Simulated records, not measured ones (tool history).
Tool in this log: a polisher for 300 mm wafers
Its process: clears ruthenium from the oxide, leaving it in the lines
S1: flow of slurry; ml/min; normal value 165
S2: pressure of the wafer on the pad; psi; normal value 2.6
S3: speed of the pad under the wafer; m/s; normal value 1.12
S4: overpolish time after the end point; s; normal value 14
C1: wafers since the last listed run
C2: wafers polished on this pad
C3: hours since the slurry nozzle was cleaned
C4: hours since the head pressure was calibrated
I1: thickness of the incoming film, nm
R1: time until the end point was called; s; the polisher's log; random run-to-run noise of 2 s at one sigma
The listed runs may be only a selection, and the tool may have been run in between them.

| run | day | S1 | S2 | S3 | S4 | C1 | C2 | C3 | C4 | I1 | R1 |
|---|---|---|---|---|---|---|---|---|---|---|---|
| 1 | 0 | 165 | 2.6 | 1.12 | 14 | 0 | 745 | 558.1 | 445.6 | 162.8 | 142.3 |
|  | 0.933 | slurry nozzle cleaned |
| 2 | 3.725 | 165 | 2.6 | 1.12 | 14 | 436 | 1182 | 67 | 535 | 158 | 135.5 |
| 3 | 5.808 | 165 | 2.6 | 1.12 | 19 | 247 | 1429 | 117 | 585 | 161.5 | 141.7 |
|  | 6.562 | worn pad replaced by a new one |
| 4 | 8.421 | 165 | 2.6 | 1.12 | 19 | 290 | 220 | 179.7 | 647.7 | 157.8 | 130 |
| 5 | 11.492 | 165 | 2.6 | 1.38 | 14 | 364 | 584 | 253.4 | 721.4 | 159.4 | 118 |
| 6 | 15.412 | 165 | 2.6 | 1.38 | 14 | 465 | 1049 | 347.5 | 815.5 | 159.9 | 113.5 |
| 7 | 18.796 | 165 | 2.6 | 1.38 | 14 | 401 | 1451 | 428.7 | 896.7 | 160.7 | 118.2 |
|  | 18.992 | worn pad replaced by a new one |
| 8 | 21.575 | 205 | 2.6 | 1.12 | 14 | 309 | 306 | 495.4 | 963.4 | 157.6 | 126.3 |
| 9 | 23.683 | 205 | 2.6 | 1.12 | 14 | 250 | 556 | 546 | 1014 | 158.7 | 132.4 |
|  | 25.971 | slurry nozzle cleaned |
|  | 31.421 | worn pad replaced by a new one |
| 10 | 32.058 | 165 | 2.2 | 1.12 | 14 | 968 | 75 | 146.1 | 1215 | 159.5 | 152.6 |
|  | 32.188 | head pressure recalibrated |
| 11 | 35.621 | 165 | 2.6 | 1.12 | 14 | 412 | 488 | 231.6 | 82.4 | 160 | 132.8 |
| 12 | 39.658 | 165 | 3 | 1.12 | 14 | 478 | 967 | 328.5 | 179.3 | 160.8 | 118.1 |
|  | 42.596 | worn pad replaced by a new one |
| 13 | 43.588 | 165 | 3.4 | 1.12 | 11 | 446 | 117 | 422.8 | 273.6 | 160.6 | 99.9 |
| 14 | 46.2 | 215 | 2.6 | 1.12 | 17 | 309 | 427 | 485.5 | 336.3 | 161.8 | 127.8 |
|  | 48.154 | slurry nozzle cleaned |
| 15 | 50.254 | 165 | 2.6 | 1.12 | 14 | 475 | 903 | 50.4 | 433.6 | 159.2 | 135.3 |
| 16 | 51.996 | 165 | 2.6 | 1.12 | 14 | 206 | 1109 | 92.2 | 475.4 | 159.8 | 136.9 |
| 17 | 53.55 | 110 | 3.1 | 0.94 | 18 | 184 | 1294 | 129.5 | 512.7 | 159.7 | 134.7 |
| 18 | 55.271 | 165 | 1.9 | 1.12 | 7 | 204 | 1498 | 170.8 | 554 | 158.8 | 189.6 |
|  | 55.571 | worn pad replaced by a new one |
| 19 | 58.833 | 165 | 2.4 | 1 | 16 | 402 | 386 | 256.3 | 639.5 | 163.5 | 163 |
| 20 | 62.708 | 165 | 2.6 | 1.12 | 14 | 459 | 846 | 349.3 | 732.5 | 159 | 138 |

Consider 4 possible next runs. They are alternatives, not a sequence: every one starts from the tool as it was left by run 20. What does each give?
| A | 62.729 | 165 | 2.6 | 1.12 | 14 | 2 | 848 | 349.8 | 733 | 159.8 | ? |
| B | 62.729 | 165 | 2.6 | 1 | 21 | 2 | 848 | 349.8 | 733 | 159.8 | ? |
| C | 62.729 | 205 | 3.3 | 1.36 | 17 | 2 | 848 | 349.8 | 733 | 159.8 | ? |
| D | 62.729 | 165 | 2.2 | 1.12 | 17 | 2 | 848 | 349.8 | 733 | 159.8 | ? |

| run | R1 |
|---|---|
| A | 136.3 |
| B | 148.2 |
| C | 90.3 |
| D | 161 |
With no hidden state in the tool, these same runs would have given:
| run | R1 |
|---|---|
| A | 129.6 |
| B | 140.9 |
| C | 85.8 |
| D | 153.1 |
